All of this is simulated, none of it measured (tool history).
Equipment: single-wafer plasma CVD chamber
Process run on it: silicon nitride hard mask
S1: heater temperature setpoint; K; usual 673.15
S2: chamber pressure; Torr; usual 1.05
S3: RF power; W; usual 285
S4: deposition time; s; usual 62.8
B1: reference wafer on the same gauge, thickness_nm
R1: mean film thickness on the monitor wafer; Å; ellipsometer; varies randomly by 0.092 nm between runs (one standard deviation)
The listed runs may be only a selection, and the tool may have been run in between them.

Run 1, day 0.000: usual settings; B1 58.079. Result: R1 577.43 Å.
Run 2, day 0.267: usual settings; B1 58.096. Result: R1 577.19 Å.
Run 3, day 0.925: usual settings; B1 58.099. Result: R1 577.82 Å.
Run 4, day 1.379: usual settings; B1 58.107. Result: R1 578.15 Å.
Run 5, day 2.108: usual settings; B1 58.091. Result: R1 578.65 Å.
Run 6, day 2.371: usual settings but S2 1.25 Torr; B1 58.103. Result: R1 603.31 Å.
At day 2.521: gauge calibrated.
Run 7, day 3.004: usual settings; B1 58.117. Result: R1 577.98 Å.
Run 8, day 3.408: usual settings but S3 320 W; B1 58.084. Result: R1 627.62 Å.
At day 4.379: capacitance manometer re-zeroed and calibrated.
Run 9, day 4.400: usual settings but S3 320 W; B1 58.109. Result: R1 625.59 Å.
Run 10, day 4.733: usual settings but S3 320 W; B1 58.084. Result: R1 626.48 Å.
Run 11, day 5.079: usual settings but S1 686.15 K, S2 1.12 Torr, S3 325 W, S4 66.2 s; B1 58.101. Result: R1 674.81 Å.
At day 6.629: RF generator calibrated.
At day 6.800: thermocouple changed; heater temperature recalibrated.
Run 12, day 7.100: usual settings but S3 245 W; B1 58.122. Result: R1 544.17 Å.
Run 13, day 7.438: usual settings but S1 685.15 K, S2 0.87 Torr, S4 50.3 s; B1 58.098. Result: R1 463.24 Å.

For run 14, what comes out?
At day 7.725: gauge calibrated.
At day 7.829: showerhead replaced, of another model than before.
Run 14, day 7.862: usual settings but S1 662.15 K; B1 ?. Result: R1 ?.

Run 14 measured B1 58.095, R1 611.17 Å.
Minus the tool's unlogged condition, the same run would have read R1 615.52 Å.
